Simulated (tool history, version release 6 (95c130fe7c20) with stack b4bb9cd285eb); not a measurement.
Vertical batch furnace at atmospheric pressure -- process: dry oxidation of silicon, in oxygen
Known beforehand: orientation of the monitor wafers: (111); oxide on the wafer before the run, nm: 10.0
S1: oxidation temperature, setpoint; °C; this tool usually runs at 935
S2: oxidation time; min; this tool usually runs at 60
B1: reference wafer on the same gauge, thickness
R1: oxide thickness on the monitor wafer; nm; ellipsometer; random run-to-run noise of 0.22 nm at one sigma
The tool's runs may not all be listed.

Run 1, hour 0: usual settings but S1 949 °C, S2 66.5 min; B1 51.46. Result: R1 53.05 nm.
Run 2, hour 54.8: usual settings; B1 51.47. Result: R1 44.15 nm.
Run 3, hour 251.2: usual settings; B1 51.02. Result: R1 43.71 nm.
Run 4, hour 281: usual settings but S1 920 °C; B1 50.88. Result: R1 39.09 nm.
Run 5, hour 309.5: usual settings but S1 920 °C; B1 50.92. Result: R1 38.84 nm.
Run 6, hour 355.3: usual settings; B1 51.75. Result: R1 44.51 nm.
Run 7, hour 405.5: usual settings but S2 44 min; B1 51.58. Result: R1 36.98 nm.
Run 8, hour 457.7: usual settings but S1 923 °C; B1 51.48. Result: R1 40.32 nm.
Run 9, hour 517.7: usual settings but S1 925 °C, S2 31.5 min; B1 51.37. Result: R1 28.18 nm.
Run 10, hour 599.3: usual settings; B1 51.09. Result: R1 43.96 nm.
Run 11, hour 626.3: usual settings but S1 917 °C, S2 35 min; B1 51.08. Result: R1 28.01 nm.
Run 12, hour 668.9: usual settings but S2 48 min; B1 50.97. Result: R1 38.05 nm.
Run 13, hour 726.3: usual settings but S1 956 °C, S2 82.5 min; B1 50.88. Result: R1 63.18 nm.
Run 14, hour 775.5: usual settings; B1 51.53. Result: R1 44.57 nm.
Run 15, hour 813.3: usual settings but S1 924 °C, S2 76 min; B1 51.57. Result: R1 47.17 nm.

Put back what was entered between runs (4 entries, withheld): which listed runs does each sit between, and how does the hidden state differ from the listed run before to the listed run after?
Logged between run 5 and run 6: gauge calibrated (hour 318.4)
  gauge reads high (%): -1.6 -> -0.023
  measured result minus the result with no hidden state, R1: -0.63 -> -0.01 nm
Logged between run 6 and run 7: boat lift adjusted (hour 396.5)
  gauge reads high (%): -0.023 -> -0.224
  measured result minus the result with no hidden state, R1: -0.01 -> -0.09 nm
Logged between run 9 and run 10: thermocouples replaced and temperature profile calibrated (hour 598.8)
  gauge reads high (%): -0.673 -> -0.999
  measured result minus the result with no hidden state, R1: -0.19 -> -0.44 nm
Logged between run 13 and run 14: gauge calibrated (hour 736.1)
  gauge reads high (%): -1.51 -> -0.214
  measured result minus the result with no hidden state, R1: -0.97 -> -0.09 nm

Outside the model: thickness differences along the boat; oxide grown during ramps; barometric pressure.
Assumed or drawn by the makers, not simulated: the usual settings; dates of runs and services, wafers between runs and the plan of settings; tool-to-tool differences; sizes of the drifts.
